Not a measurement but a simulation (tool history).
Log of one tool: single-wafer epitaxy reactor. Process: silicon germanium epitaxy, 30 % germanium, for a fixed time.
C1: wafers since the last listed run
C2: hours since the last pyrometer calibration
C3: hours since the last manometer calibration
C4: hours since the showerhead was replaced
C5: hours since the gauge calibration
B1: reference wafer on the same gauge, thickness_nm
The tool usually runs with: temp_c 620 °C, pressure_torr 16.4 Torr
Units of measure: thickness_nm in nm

Run 1, hour 0: usual settings; C1 0; C2 2337.5; C3 901.6; C4 3969.7; C5 1304.3; B1 80.919. Result: thickness_nm 73.418 nm.
Run 2, hour 35.2: usual settings but pressure_torr 17.4 Torr; C1 833; C2 2372.7; C3 936.8; C4 4004.9; C5 1339.5; B1 80.981. Result: thickness_nm 74.407 nm.
Run 3, hour 69.7: usual settings but pressure_torr 17.4 Torr; C1 816; C2 2407.2; C3 971.3; C4 4039.4; C5 1374; B1 80.965. Result: thickness_nm 74.333 nm.
At hour 78.3: pyrometer calibrated.
At hour 84.6: showerhead replaced.
Run 4, hour 86.8: usual settings; C1 66; C2 8.5; C3 988.4; C4 2.2; C5 1391.1; B1 80.98. Result: thickness_nm 72.856 nm.
Run 5, hour 122.4: usual settings; C1 842; C2 44.1; C3 1024; C4 37.8; C5 1426.7; B1 81.033. Result: thickness_nm 71.898 nm.
Run 6, hour 144.2: usual settings; C1 516; C2 65.9; C3 1045.8; C4 59.6; C5 1448.5; B1 81.064. Result: thickness_nm 72.84 nm.
Run 7, hour 160: usual settings; C1 374; C2 81.7; C3 1061.6; C4 75.4; C5 1464.3; B1 81.017. Result: thickness_nm 72.531 nm.
Run 8, hour 190.5: usual settings; C1 722; C2 112.2; C3 1092.1; C4 105.9; C5 1494.8; B1 81.033. Result: thickness_nm 72.346 nm.
Run 9, hour 215.4: usual settings; C1 589; C2 137.1; C3 1117; C4 130.8; C5 1519.7; B1 81.108. Result: thickness_nm 72.534 nm.
Run 10, hour 248.7: usual settings; C1 788; C2 170.4; C3 1150.3; C4 164.1; C5 1553; B1 81.147. Result: thickness_nm 72.72 nm.
Run 11, hour 264.3: usual settings; C1 369; C2 186; C3 1165.9; C4 179.7; C5 1568.6; B1 81.075. Result: thickness_nm 73.21 nm.
Run 12, hour 287: usual settings but temp_c 613 °C, pressure_torr 14.5 Torr; C1 537; C2 208.7; C3 1188.6; C4 202.4; C5 1591.3; B1 81.099. Result: thickness_nm 60.903 nm.
Run 13, hour 299.2: usual settings but temp_c 629 °C, pressure_torr 14.4 Torr; C1 288; C2 220.9; C3 1200.8; C4 214.6; C5 1603.5; B1 81.157. Result: thickness_nm 81.412 nm.
Run 14, hour 325.7: usual settings but temp_c 614 °C, pressure_torr 14.5 Torr; C1 627; C2 247.4; C3 1227.3; C4 241.1; C5 1630; B1 81.131. Result: thickness_nm 62.133 nm.
Run 15, hour 340.5: usual settings; C1 350; C2 262.2; C3 1242.1; C4 255.9; C5 1644.8; B1 81.122. Result: thickness_nm 72.758 nm.
Run 16, hour 366.9: usual settings but temp_c 626 °C, pressure_torr 14 Torr; C1 625; C2 288.6; C3 1268.5; C4 282.3; C5 1671.2; B1 81.105. Result: thickness_nm 76.692 nm.
At hour 378.1: gauge calibrated.
Run 17, hour 390.7: usual settings but temp_c 612 °C; C1 563; C2 312.4; C3 1292.3; C4 306.1; C5 12.6; B1 77.319. Result: thickness_nm 59.974 nm.
Run 18, hour 426.6: usual settings but temp_c 605 °C; C1 849; C2 348.3; C3 1328.2; C4 342; C5 48.5; B1 77.572. Result: thickness_nm 52.79 nm.
Run 19, hour 439.1: usual settings; C1 295; C2 360.8; C3 1340.7; C4 354.5; C5 61; B1 77.573. Result: thickness_nm 69.783 nm.
At hour 462.1: capacitance manometer re-zeroed and calibrated.
Run 20, hour 462.6: usual settings but temp_c 613 °C, pressure_torr 20.1 Torr; C1 366; C2 384.3; C3 0.5; C4 378; C5 84.5; B1 77.812. Result: thickness_nm 65.648 nm.
Run 21, hour 492.8: usual settings but temp_c 629 °C, pressure_torr 17.9 Torr; C1 715; C2 414.5; C3 30.7; C4 408.2; C5 114.7; B1 77.945. Result: thickness_nm 84.75 nm.
Run 22, hour 523.5: usual settings; C1 726; C2 445.2; C3 61.4; C4 438.9; C5 145.4; B1 78.148. Result: thickness_nm 70.008 nm.
Run 23, hour 536.8: usual settings but pressure_torr 19.3 Torr; C1 314; C2 458.5; C3 74.7; C4 452.2; C5 158.7; B1 78.266. Result: thickness_nm 74.693 nm.
Run 24, hour 572.6: usual settings; C1 847; C2 494.3; C3 110.5; C4 488; C5 194.5; B1 78.494. Result: thickness_nm 70.57 nm.
Run 25, hour 606: usual settings but temp_c 613 °C; C1 790; C2 527.7; C3 143.9; C4 521.4; C5 227.9; B1 78.615. Result: thickness_nm 61.919 nm.
Run 26, hour 676.3: usual settings but pressure_torr 13.2 Torr; C1 1664; C2 598; C3 214.2; C4 591.7; C5 298.2; B1 78.997. Result: thickness_nm 65.415 nm.
Run 27, hour 689.9: usual settings; C1 322; C2 611.6; C3 227.8; C4 605.3; C5 311.8; B1 79.054. Result: thickness_nm 70.835 nm.
Run 28, hour 721.6: usual settings but temp_c 627 °C, pressure_torr 17.9 Torr; C1 750; C2 643.3; C3 259.5; C4 637; C5 343.5; B1 79.14. Result: thickness_nm 82.448 nm.
Run 29, hour 749.9: usual settings but temp_c 625 °C, pressure_torr 18.5 Torr; C1 670; C2 671.6; C3 287.8; C4 665.3; C5 371.8; B1 79.264. Result: thickness_nm 81.254 nm.
Run 30, hour 782.3: usual settings but temp_c 625 °C; C1 767; C2 704; C3 320.2; C4 697.7; C5 404.2; B1 79.31. Result: thickness_nm 78.037 nm.
Run 31, hour 818: usual settings; C1 845; C2 739.7; C3 355.9; C4 733.4; C5 439.9; B1 79.467. Result: thickness_nm 71.687 nm.
Run 32, hour 854.6: usual settings; C1 866; C2 776.3; C3 392.5; C4 770; C5 476.5; B1 79.7. Result: thickness_nm 71.599 nm.
Run 33, hour 871: usual settings; C1 388; C2 792.7; C3 408.9; C4 786.4; C5 492.9; B1 79.694. Result: thickness_nm 71.322 nm.
Run 34, hour 925: usual settings but pressure_torr 19.3 Torr; C1 1278; C2 846.7; C3 462.9; C4 840.4; C5 546.9; B1 79.902. Result: thickness_nm 76.172 nm.

Below are 5 alternative next runs, each starting from the tool's condition after run 34. Predict each:
Run A, hour 925.4: usual settings; C1 9; C2 847.1; C3 463.3; C4 840.8; C5 547.3; B1 ?. Result: thickness_nm ?.
Run B, hour 925.4: usual settings but temp_c 610 °C, pressure_torr 18.7 Torr; C1 9; C2 847.1; C3 463.3; C4 840.8; C5 547.3; B1 ?. Result: thickness_nm ?.
Run C, hour 925.4: usual settings but pressure_torr 20.3 Torr; C1 9; C2 847.1; C3 463.3; C4 840.8; C5 547.3; B1 ?. Result: thickness_nm ?.
Run D, hour 925.4: usual settings but temp_c 632 °C; C1 9; C2 847.1; C3 463.3; C4 840.8; C5 547.3; B1 ?. Result: thickness_nm ?.
Run E, hour 925.4: usual settings but temp_c 608 °C, pressure_torr 14.6 Torr; C1 9; C2 847.1; C3 463.3; C4 840.8; C5 547.3; B1 ?. Result: thickness_nm ?.

run      B1  thickness_nm
  A  79.786        71.447
  B  79.786        62.286
  C  79.786        77.324
  D  79.786        88.774
  E  79.786        54.766
Without the tool's unlogged condition, the same runs would have read:
run  thickness_nm
  A         68.82
  B        59.997
  C        74.481
  D         85.51
  E        52.752
